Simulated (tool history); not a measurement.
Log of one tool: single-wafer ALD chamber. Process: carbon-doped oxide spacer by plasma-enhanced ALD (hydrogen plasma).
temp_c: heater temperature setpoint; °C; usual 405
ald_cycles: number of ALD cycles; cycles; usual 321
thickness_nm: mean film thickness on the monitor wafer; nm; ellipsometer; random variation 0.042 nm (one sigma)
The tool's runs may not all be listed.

run,hour,temp_c,ald_cycles,wafers since the last listed run,hours since the last thermocouple change,hours since the gauge calibration,"read-back reference wafer on the same gauge, thickness_nm",thickness_nm
1,0,405,321,0,597.3,164.1,14.8,16.747
2,107.1,405,321,81,704.4,271.2,14.802,16.806
3,208.4,405,321,76,805.7,372.5,14.807,16.839
4,266.3,405,321,43,863.6,430.4,14.802,16.892
5,351.6,413,321,64,948.9,515.7,14.802,16.495
6,437.6,405,321,65,1034.9,601.7,14.801,16.99
7,480.3,405,321,32,1077.6,644.4,14.8,16.91
8,552.6,405,321,54,1149.9,716.7,14.805,16.886
# hour 662.5: thermocouple changed; heater temperature recalibrated
9,663,405,379,77,0.5,827.1,14.8,19.83

The next listed run, before its measurement:
# hour 701.4: gauge calibrated
10,714.5,391,381,39,52,13.1,?,?

Run 10 gave read-back reference wafer on the same gauge, thickness_nm 14.801, thickness_nm 20.209 nm.
Without the tool's hidden state the same run would have given thickness_nm 20.209 nm.

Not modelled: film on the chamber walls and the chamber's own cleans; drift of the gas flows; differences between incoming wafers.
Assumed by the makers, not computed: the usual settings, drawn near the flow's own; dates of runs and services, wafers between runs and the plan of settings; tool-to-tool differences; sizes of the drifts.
